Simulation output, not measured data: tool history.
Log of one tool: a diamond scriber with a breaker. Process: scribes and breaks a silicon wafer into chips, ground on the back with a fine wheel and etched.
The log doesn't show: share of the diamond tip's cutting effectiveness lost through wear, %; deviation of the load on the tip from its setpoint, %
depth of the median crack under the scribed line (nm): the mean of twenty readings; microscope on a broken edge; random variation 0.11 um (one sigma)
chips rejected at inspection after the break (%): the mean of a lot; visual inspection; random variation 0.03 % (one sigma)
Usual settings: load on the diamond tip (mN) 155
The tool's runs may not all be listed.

run     day  load on the diamond tip (mN)  wafers since the last listed run  hours since the diamond tip was replaced  hours since the load on the tip was calibrated  incoming depth of the damage left on the back of the incoming wafer, um  depth of the median crack under the scribed line (nm)  chips rejected at inspection after the break (%)
  1       0                           137                                 0                                     344.1                                            1095                                                                     0.55                                                   6830                                              2.68
  2   4.029                           137                               226                                     440.8                                          1191.7                                                                     0.73                                                   6670                                              3.08
  3   7.179                           137                               177                                     516.4                                          1267.3                                                                     0.43                                                   6810                                              3.34
  4  10.158                           175                               167                                     587.9                                          1338.8                                                                     0.68                                                   7730                                              0.97
     13.571  -- diamond tip replaced by a new one
  5  14.612                           155                               245                                        25                                          1445.7                                                                     0.66                                                   7370                                              0.94
  6  17.362                           155                               154                                        91                                          1511.7                                                                     0.65                                                   7430                                              0.89
  7  18.892                           168                                86                                     127.7                                          1548.4                                                                     0.66                                                   7790                                              1.21
  8  22.579                           168                               207                                     216.2                                          1636.9                                                                     0.56                                                   8210                                              1.11
  9  24.417                           168                               103                                     260.3                                            1681                                                                     0.61                                                   7880                                              1.13
 10   26.75                           155                               131                                     316.3                                            1737                                                                     0.53                                                   7400                                              0.92
 11  30.575                           155                               215                                     408.1                                          1828.8                                                                     0.79                                                   7470                                               1.1
     31.242  -- load on the tip recalibrated
 12   32.55                           155                               106                                     455.5                                            31.4                                                                     0.62                                                   7380                                              1.17
 13  35.738                           172                               179                                       532                                           107.9                                                                     0.63                                                   7780                                              1.01
 14  38.004                           172                               127                                     586.4                                           162.3                                                                      0.6                                                   7610                                              0.88
 15  40.283                           113                               128                                     641.1                                             217                                                                     0.52                                                   5740                                             12.16
     43.829  -- diamond tip replaced by a new one, of another model than before
 16  51.542                           155                               628                                     185.1                                           487.2                                                                     0.76                                                   7530                                                 1
 17  55.242                           125                               208                                     273.9                                             576                                                                     0.51                                                   6840                                              2.32
 18    57.8                           169                               143                                     335.3                                           637.4                                                                     0.79                                                   7910                                              0.99
 19  59.358                           136                                87                                     372.7                                           674.8                                                                     0.53                                                   7190                                               1.6
 20  62.567                           155                               180                                     449.7                                           751.8                                                                     0.68                                                   7410                                              1.03
 21  65.921                           127                               188                                     530.2                                           832.3                                                                      0.3                                                   6780                                              2.99
     70.954  -- diamond tip replaced by a new one
 22  75.642                           177                               542                                     112.5                                          1065.6                                                                     0.34                                                   8160                                              1.25
 23    79.6                           155                               222                                     207.5                                          1160.6                                                                     0.33                                                   7540                                              0.89
 24  83.742                           122                               232                                     306.9                                            1260                                                                     0.49                                                   6680                                              2.68
 25  85.379                           155                                92                                     346.2                                          1299.3                                                                      0.4                                                   7640                                              0.98
 26  87.338                           173                               110                                     393.2                                          1346.3                                                                     0.42                                                   7520                                              1.03
 27  90.979                           110                               204                                     480.6                                          1433.7                                                                     0.47                                                   6540                                               4.8
 28  95.312                           184                               243                                     584.6                                          1537.7                                                                     0.62                                                   7680                                              0.97
 29   96.85                           155                                86                                     621.5                                          1574.6                                                                      0.6                                                   7280                                              1.44

4 ways to go on from here, each from the tool as it stands after run 29. What would each give?
  A  96.879                           118                                 1                                     622.2                                          1575.3                                                                     0.45                                                      ?                                                 ?
  B  96.879                           194                                 1                                     622.2                                          1575.3                                                                     0.45                                                      ?                                                 ?
  C  96.879                           124                                 1                                     622.2                                          1575.3                                                                     0.45                                                      ?                                                 ?
  D  96.879                           170                                 1                                     622.2                                          1575.3                                                                     0.45                                                      ?                                                 ?

run  depth of the median crack under the scribed line (nm)  chips rejected at inspection after the break (%)
  A                                                   6410                                              5.12
  B                                                   7850                                              1.14
  C                                                   6530                                              4.26
  D                                                   7410                                              1.02
Without the tool's hidden state the same runs would have given:
run  depth of the median crack under the scribed line (nm)  chips rejected at inspection after the break (%)
  A                                                   6810                                              2.66
  B                                                   8350                                              2.35
  C                                                   6940                                              2.12
  D                                                   7880                                              1.18
